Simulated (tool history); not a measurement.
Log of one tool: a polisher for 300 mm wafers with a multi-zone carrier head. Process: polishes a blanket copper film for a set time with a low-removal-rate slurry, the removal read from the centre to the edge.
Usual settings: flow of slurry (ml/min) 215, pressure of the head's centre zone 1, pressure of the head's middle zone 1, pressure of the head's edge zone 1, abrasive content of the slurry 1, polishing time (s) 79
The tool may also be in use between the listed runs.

run,day,flow of slurry (ml/min),pressure of the head's centre zone,pressure of the head's middle zone,pressure of the head's edge zone,abrasive content of the slurry,polishing time (s),wafers since the last listed run,wafers polished on this pad,hours since the slurry nozzle was cleaned,hours since the centre zone pressure was calibrated,hours since the edge zone pressure was calibrated,hours since the carrier head's membrane was replaced,"incoming thickness of the incoming film, nm",film removed at the wafer's centre (angstrom),film removed at mid-radius (angstrom),film removed at the wafer's edge (angstrom)
1,0,215,1.05,1,1.03,1,79,0,4,699.1,66.6,1278.3,533.3,1467.5,1430,1395,1414
2,0.192,215,1,1,1,1,79,38,43,703.7,71.2,1282.9,537.9,1509.9,1372,1412,1398
3,1.242,215,1,1,1,1,79,212,256,728.9,96.4,1308.1,563.1,1468.9,1368,1424,1402
# day 1.55: slurry nozzle cleaned
# day 1.629: carrier head's membrane replaced by a new one
4,1.95,215,1,1,1,1,79,119,375,9.6,113.4,1325.1,7.7,1471.9,1437,1435,1443
5,2.512,215,0.9,1,1,1,79,114,489,23.1,126.9,1338.6,21.2,1474,1304,1482,1447
# day 2.842: edge zone pressure recalibrated
6,2.862,195,1.06,1.12,1,1.2,79,54,543,31.5,135.3,0.5,29.6,1489.9,1591,1642,1480
7,3.321,215,1,1,1,1,79,92,636,42.5,146.3,11.5,40.6,1485.7,1469,1487,1460
8,4.792,215,1,1,1.11,1,52,298,934,77.8,181.6,46.8,75.9,1474.2,957,967,1000
9,5.346,215,1,1,1,1,79,112,1047,91.1,194.9,60.1,89.2,1462.1,1476,1431,1439
# day 5.721: worn pad replaced by a new one
10,5.85,215,1,0.91,1,0.8,79,68,26,103.2,207,72.2,101.3,1498.4,1342,1300,1377
11,6.204,215,1,1,1,1,79,71,98,111.7,215.5,80.7,109.8,1487.5,1450,1422,1442
12,6.646,215,1,1,1,1,79,89,187,122.3,226.1,91.3,120.4,1494.6,1437,1471,1451
13,7.108,165,1,1,1,1,68,93,281,133.4,237.2,102.4,131.5,1472,1186,1213,1205
14,7.562,260,1,1.1,1,1,79,92,373,144.3,248.1,113.3,142.4,1475.6,1494,1597,1454
15,7.858,215,1.1,1,1,1,79,59,433,151.4,255.2,120.4,149.5,1478.4,1570,1434,1454
16,8.571,215,1.08,1,1,1.2,79,144,578,168.5,272.3,137.5,166.6,1485.9,1621,1497,1480
17,9.112,195,1,1,1,1.2,79,109,687,181.5,285.3,150.5,179.6,1468.8,1469,1484,1474
18,9.804,285,1.09,1,1.09,1,79,140,828,198.1,301.9,167.1,196.2,1500.5,1621,1449,1554

Forecast run 19:
# day 10.146: worn pad replaced by a new one
19,10.167,215,1,1,1,1,66,39,3,206.8,310.6,175.8,204.9,1505.5,?,?,?

Run 19 gave film removed at the wafer's centre (angstrom) 1176, film removed at mid-radius (angstrom) 1216, film removed at the wafer's edge (angstrom) 1189.
Without the tool's hidden state the same run would have given film removed at the wafer's centre (angstrom) 1200, film removed at mid-radius (angstrom) 1238, film removed at the wafer's edge (angstrom) 1205.
